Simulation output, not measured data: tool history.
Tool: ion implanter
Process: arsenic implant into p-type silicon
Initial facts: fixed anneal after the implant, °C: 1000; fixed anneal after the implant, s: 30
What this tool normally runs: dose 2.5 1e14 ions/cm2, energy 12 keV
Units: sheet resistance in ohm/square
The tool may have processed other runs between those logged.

run,hour,dose,energy,wafers since the last listed run,hours since the last dose calibration,hours since the extraction supply was calibrated,hours since the gauge calibration,"read-back reference wafer on the same gauge, sheet resistance",sheet resistance
1,0,2.03,10,0,1325.9,4364.6,4171.8,340.23,429.45
2,270.7,2.5,12,5412,1596.6,4635.3,4442.5,340.37,360.08
3,349.9,2.18,15.5,1583,1675.8,4714.5,4521.7,340.11,389.83
4,432.4,2.18,15.5,1649,1758.3,4797,4604.2,340.16,392.25
# hour 661.9: Faraday cup replaced and dose calibrated
5,699.2,2.5,12,5174,37.3,5063.8,4871,340.03,354.53
6,754.7,2.5,12,1109,92.8,5119.3,4926.5,340.13,352.11
7,822.9,2.5,12,1363,161,5187.5,4994.7,339.99,353.43
8,916.2,2.5,12,1865,254.3,5280.8,5088,339.93,354.06
# hour 986.5: extraction supply calibrated
# hour 988.9: gauge calibrated
9,1020.7,2.5,12,1929,358.8,34.2,31.8,340.19,354.27
10,1104.9,2.87,13,1683,443,118.4,116,340.24,317.84
11,1175.1,2.87,13,1403,513.2,188.6,186.2,339.91,317.61
12,1256.8,2.87,13,1633,594.9,270.3,267.9,340.25,315.24
13,1295.2,2.5,12,767,633.3,308.7,306.3,339.95,355.36
14,1394.5,1.76,12,1985,732.6,408,405.6,340.62,465.9
15,1473.9,2.5,12,1587,812,487.4,485,339.97,355.48
16,1576.7,1.97,12,2055,914.8,590.2,587.8,339.99,427.16
17,1625.5,2.9,14.5,975,963.6,639,636.6,340.41,311.63
18,1706.9,2.72,12,1627,1045,720.4,718,339.98,332.73
19,1771.4,2.17,13.5,1289,1109.5,784.9,782.5,340.22,390.51
20,1811.7,2.82,12,805,1149.8,825.2,822.8,340.2,325.04
21,1865.5,2.5,8,1075,1203.6,879,876.6,339.75,370.94
22,1961.3,2.72,14,1915,1299.4,974.8,972.4,340.12,329.64
23,2039.7,2.27,16,1567,1377.8,1053.2,1050.8,340.21,373.22
24,2145.2,2.22,10.5,2109,1483.3,1158.7,1156.3,339.54,396.56
25,2395.1,3.07,15.5,4996,1733.2,1408.6,1406.2,339.7,299.95
26,2448.8,2.5,12,1073,1786.9,1462.3,1459.9,340.17,360.31
27,2516.9,3.03,14,1361,1855,1530.4,1528,339.91,308.95
28,2711.1,2.5,8,3883,2049.2,1724.6,1722.2,340.73,377.35
29,2782.3,1.97,12,1423,2120.4,1795.8,1793.4,340.17,437.72
30,2840,3.03,12,1153,2178.1,1853.5,1851.1,340.18,313.83
31,2915.1,2.5,12,1501,2253.2,1928.6,1926.2,339.59,367.55
32,3009.6,2.78,13.5,1889,2347.7,2023.1,2020.7,340.12,332.65
# hour 3029.5: Faraday cup replaced and dose calibrated
33,3110.7,3.15,12,1861,81.2,2124.2,2121.8,339.82,298.11
34,3189.4,1.86,9,1573,159.9,2202.9,2200.5,339.83,456.14
35,3296.4,2.01,8.5,2139,266.9,2309.9,2307.5,339.69,434.62
36,3344.3,2.5,12,957,314.8,2357.8,2355.4,340.32,356.04
37,3431.4,1.91,15.5,1741,401.9,2444.9,2442.5,340.01,424.3

Describe how what the log doesn't record of the tool's condition differs between the last listed run preceding each entry between runs and the first listed run following it.
From run 4 to run 5: Faraday cup replaced and dose calibrated (hour 661.9)
  deviation of the true dose from the Faraday cup's reading, %: -2.31 -> 0.0734
  measured minus no-state result, sheet resistance: +6.91 -> -0.2 ohm/square
From run 8 to run 9: extraction supply calibrated (hour 986.5); gauge calibrated (hour 988.9)
  deviation of the true dose from the Faraday cup's reading, %: 0.0259 -> -0.0222
  measured minus no-state result, sheet resistance: -0.08 -> +0.06 ohm/square
From run 32 to run 33: Faraday cup replaced and dose calibrated (hour 3029.5)
  deviation of the true dose from the Faraday cup's reading, %: -4.06 -> -0.284
  measured minus no-state result, sheet resistance: +10.41 -> +0.65 ohm/square
